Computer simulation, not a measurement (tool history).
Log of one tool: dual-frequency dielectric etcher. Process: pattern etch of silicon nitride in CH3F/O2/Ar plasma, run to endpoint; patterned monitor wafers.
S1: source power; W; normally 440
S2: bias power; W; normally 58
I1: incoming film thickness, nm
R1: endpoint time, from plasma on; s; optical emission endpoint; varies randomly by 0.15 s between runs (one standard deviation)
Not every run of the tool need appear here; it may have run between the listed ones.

run	day	S1	S2	I1	R1
1	0.000	440	48	25.65	36.8
2	1.371	440	48	25.39	36.3
3	2.542	440	48	25.43	36.9
# day 4.288: wet clean of the chamber
4	5.021	440	58	25.52	35.1
5	7.321	440	58	25.27	34.6
6	8.908	440	66	25.47	33.2
# day 13.858: source power generator calibrated
7	17.383	440	66	25.41	32.5
8	18.658	440	58	25.37	34.6
9	21.429	440	58	25.35	34.2
10	23.392	440	58	25.39	34.1
11	24.404	440	58	25.53	34.2
# day 26.175: bias power generator calibrated
12	27.062	440	58	25.53	34.2
13	29.312	440	58	25.42	34.1
# day 30.488: wet clean of the chamber
14	31.925	410	64	25.47	34.3
# day 32.950: upper electrode replaced
15	34.408	500	68	25.22	30.5
16	37.354	390	48	25.61	39.1
17	39.762	400	58	25.40	35.7
18	42.004	440	58	25.57	34.4
19	43.017	490	50	25.21	34.3
20	45.496	530	66	25.43	30.4

Below are 5 alternative next runs, each starting from the tool's condition after run 20. Predict each:
A	45.512	440	58	25.86	?
B	45.512	350	58	25.86	?
C	45.512	480	58	25.86	?
D	45.512	550	67	25.86	?
E	45.512	400	50	25.86	?

run	R1
A	34.8
B	38.3
C	33.6
D	30.1
E	38.2
Stripped of hidden state, with their random variation kept, the same runs would have yielded:
run	R1
A	35.4
B	39.0
C	34.2
D	30.7
E	38.9

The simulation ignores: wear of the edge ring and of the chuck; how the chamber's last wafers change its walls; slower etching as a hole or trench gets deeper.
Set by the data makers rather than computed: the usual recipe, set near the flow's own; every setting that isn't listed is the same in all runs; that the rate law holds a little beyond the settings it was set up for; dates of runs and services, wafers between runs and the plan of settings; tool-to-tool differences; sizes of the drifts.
